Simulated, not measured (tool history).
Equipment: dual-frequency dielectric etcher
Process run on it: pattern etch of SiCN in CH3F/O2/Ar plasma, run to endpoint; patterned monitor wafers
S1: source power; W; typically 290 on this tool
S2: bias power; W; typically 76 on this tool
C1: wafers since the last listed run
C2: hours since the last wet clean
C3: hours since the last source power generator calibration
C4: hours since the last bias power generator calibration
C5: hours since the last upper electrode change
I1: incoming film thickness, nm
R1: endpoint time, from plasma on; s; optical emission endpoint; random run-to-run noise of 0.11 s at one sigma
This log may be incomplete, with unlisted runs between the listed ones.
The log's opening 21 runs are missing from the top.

run 22 hour=677.2 | S1=290 S2=68 | C1=364 C2=68.5 C3=381.6 C4=52 C5=102.5 | I1=11.09 | R1=35.2
run 23 hour=706.7 | S1=260 S2=81 | C1=401 C2=98 C3=411.1 C4=81.5 C5=132 | I1=11.06 | R1=34
run 24 hour=807.9 | S1=360 S2=59 | C1=1377 C2=199.2 C3=512.3 C4=182.7 C5=233.2 | I1=11.25 | R1=35.6
run 25 hour=829.4 | S1=290 S2=76 | C1=292 C2=220.7 C3=533.8 C4=204.2 C5=254.7 | I1=11.11 | R1=34.2
run 26 hour=844.4 | S1=290 S2=62 | C1=204 C2=235.7 C3=548.8 C4=219.2 C5=269.7 | I1=11.07 | R1=36.6
run 27 hour=873.1 | S1=230 S2=89 | C1=390 C2=264.4 C3=577.5 C4=247.9 C5=298.4 | I1=11.22 | R1=34.8
run 28 hour=903.2 | S1=360 S2=61 | C1=409 C2=294.5 C3=607.6 C4=278 C5=328.5 | I1=11.01 | R1=34.6
run 29 hour=924.4 | S1=350 S2=93 | C1=288 C2=315.7 C3=628.8 C4=299.2 C5=349.7 | I1=11.05 | R1=30.3
run 30 hour=956.5 | S1=290 S2=76 | C1=437 C2=347.8 C3=660.9 C4=331.3 C5=381.8 | I1=11.06 | R1=34.4
run 31 hour=983.4 | S1=290 S2=76 | C1=366 C2=374.7 C3=687.8 C4=358.2 C5=408.7 | I1=11 | R1=34.2

Below are 4 alternative next runs, each starting from the tool's condition after run 31. Predict each:
run A hour=983.8 | S1=290 S2=93 | C1=5 C2=375.1 C3=688.2 C4=358.6 C5=409.1 | I1=11.21 | R1=?
run B hour=983.8 | S1=260 S2=63 | C1=5 C2=375.1 C3=688.2 C4=358.6 C5=409.1 | I1=11.21 | R1=?
run C hour=983.8 | S1=310 S2=76 | C1=5 C2=375.1 C3=688.2 C4=358.6 C5=409.1 | I1=11.21 | R1=?
run D hour=983.8 | S1=290 S2=84 | C1=5 C2=375.1 C3=688.2 C4=358.6 C5=409.1 | I1=11.21 | R1=?

run=A R1=32.7
run=B R1=38.5
run=C R1=34.5
run=D R1=33.9
Without the tool's hidden state the same runs would have given:
run=A R1=32.2
run=B R1=37.8
run=C R1=33.9
run=D R1=33.4

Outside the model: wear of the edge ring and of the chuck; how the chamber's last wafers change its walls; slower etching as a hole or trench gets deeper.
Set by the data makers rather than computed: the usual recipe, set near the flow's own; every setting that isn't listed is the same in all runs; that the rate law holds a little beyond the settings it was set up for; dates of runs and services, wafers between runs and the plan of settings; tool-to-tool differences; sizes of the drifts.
